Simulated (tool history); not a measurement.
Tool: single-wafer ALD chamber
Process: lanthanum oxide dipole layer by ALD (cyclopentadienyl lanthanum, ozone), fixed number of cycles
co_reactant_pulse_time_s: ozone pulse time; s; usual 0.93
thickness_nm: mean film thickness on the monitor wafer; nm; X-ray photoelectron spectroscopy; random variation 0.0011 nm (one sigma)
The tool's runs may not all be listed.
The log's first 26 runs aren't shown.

run,hour,co_reactant_pulse_time_s,"read-back reference wafer on the same gauge, thickness_nm",thickness_nm
27,2281,1.05,0.478,0.548
28,2364.6,0.93,0.479,0.516
29,2477.9,1.1,0.478,0.56
30,2519.1,0.57,0.478,0.288
31,2594.7,0.64,0.478,0.357
32,2671.4,0.93,0.478,0.515
33,2728.5,0.56,0.478,0.276
34,2881.6,0.93,0.478,0.515

4 ways to go on from here, each from the tool as it stands after run 34. What would each give?
A,2882,0.93,?,?
B,2882,0.78,?,?
C,2882,0.59,?,?
D,2882,1.03,?,?

run,"read-back reference wafer on the same gauge, thickness_nm",thickness_nm
A,0.478,0.515
B,0.478,0.452
C,0.478,0.308
D,0.478,0.543
Without the tool's hidden state the same runs would have given:
run,thickness_nm
A,0.52
B,0.456
C,0.311
D,0.548
